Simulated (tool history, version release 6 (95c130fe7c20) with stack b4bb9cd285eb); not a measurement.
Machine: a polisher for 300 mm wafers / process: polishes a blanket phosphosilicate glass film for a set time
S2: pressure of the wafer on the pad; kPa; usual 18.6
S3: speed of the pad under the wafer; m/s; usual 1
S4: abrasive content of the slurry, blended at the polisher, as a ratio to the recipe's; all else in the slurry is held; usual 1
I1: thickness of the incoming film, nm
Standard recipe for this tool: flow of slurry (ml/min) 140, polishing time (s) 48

run 1 hour=0 | flow_of_slurry_(ml/min)=140 S2=18.6 S3=1 S4=1 polishing_time_(s)=48 | I1=3728.3 | film_removed_(angstrom)=3239
run 2 hour=11.1 | flow_of_slurry_(ml/min)=140 S2=18.6 S3=1 S4=1 polishing_time_(s)=48 | I1=3695 | film_removed_(angstrom)=3242
run 3 hour=23.7 | flow_of_slurry_(ml/min)=140 S2=18.6 S3=1 S4=1 polishing_time_(s)=48 | I1=3754.1 | film_removed_(angstrom)=3267
run 4 hour=32.3 | flow_of_slurry_(ml/min)=140 S2=18.6 S3=1 S4=1 polishing_time_(s)=48 | I1=3768.7 | film_removed_(angstrom)=3211
run 5 hour=42 | flow_of_slurry_(ml/min)=140 S2=18.6 S3=1 S4=1 polishing_time_(s)=48 | I1=3794.7 | film_removed_(angstrom)=3250
-- hour=69.7 slurry blender recalibrated
run 6 hour=80 | flow_of_slurry_(ml/min)=140 S2=18.6 S3=1 S4=1 polishing_time_(s)=48 | I1=3735.8 | film_removed_(angstrom)=2879
run 7 hour=88 | flow_of_slurry_(ml/min)=140 S2=18.6 S3=0.66 S4=1.1 polishing_time_(s)=54 | I1=3776.1 | film_removed_(angstrom)=2343
-- hour=97.4 worn pad replaced by a new one
run 8 hour=97.9 | flow_of_slurry_(ml/min)=140 S2=18.6 S3=1 S4=0.8 polishing_time_(s)=32 | I1=3691.5 | film_removed_(angstrom)=1637
run 9 hour=108.1 | flow_of_slurry_(ml/min)=140 S2=18.6 S3=0.76 S4=1 polishing_time_(s)=48 | I1=3814.1 | film_removed_(angstrom)=2226
-- hour=110.4 head pressure recalibrated
run 10 hour=115.6 | flow_of_slurry_(ml/min)=120 S2=18.6 S3=0.7 S4=1 polishing_time_(s)=48 | I1=3727.5 | film_removed_(angstrom)=2039
run 11 hour=132.9 | flow_of_slurry_(ml/min)=140 S2=18.6 S3=1.18 S4=1 polishing_time_(s)=42 | I1=3809.4 | film_removed_(angstrom)=2714
run 12 hour=140.3 | flow_of_slurry_(ml/min)=165 S2=18.6 S3=1.1 S4=0.85 polishing_time_(s)=48 | I1=3722 | film_removed_(angstrom)=2689
-- hour=152.9 slurry blender recalibrated, repeated, since the last time left the tool worse
run 13 hour=155 | flow_of_slurry_(ml/min)=115 S2=18.6 S3=1 S4=1 polishing_time_(s)=33 | I1=3738.7 | film_removed_(angstrom)=2358
-- hour=159.5 slurry nozzle cleaned
run 14 hour=164.6 | flow_of_slurry_(ml/min)=140 S2=18.6 S3=1 S4=1 polishing_time_(s)=48 | I1=3783.3 | film_removed_(angstrom)=3534
run 15 hour=182.2 | flow_of_slurry_(ml/min)=140 S2=18.6 S3=1.14 S4=1 polishing_time_(s)=48 | I1=3724.8 | film_removed_(angstrom)=3827
run 16 hour=191.2 | flow_of_slurry_(ml/min)=140 S2=15.9 S3=1.22 S4=0.7 polishing_time_(s)=48 | I1=3812.3 | film_removed_(angstrom)=2891
-- hour=206.1 worn pad replaced by a new one
run 17 hour=206.6 | flow_of_slurry_(ml/min)=140 S2=13.1 S3=1 S4=1 polishing_time_(s)=34 | I1=3772.4 | film_removed_(angstrom)=1730

Run 18 is up next; what results do you expect?
run 18 hour=217.8 | flow_of_slurry_(ml/min)=100 S2=14.5 S3=1 S4=0.85 polishing_time_(s)=61 | I1=3782.8 | film_removed_(angstrom)=?

{"run 18": {"film removed (angstrom)": 2904}}
On a tool with no hidden condition, and with the same random variation, this run would have come out at film removed (angstrom) 3039.
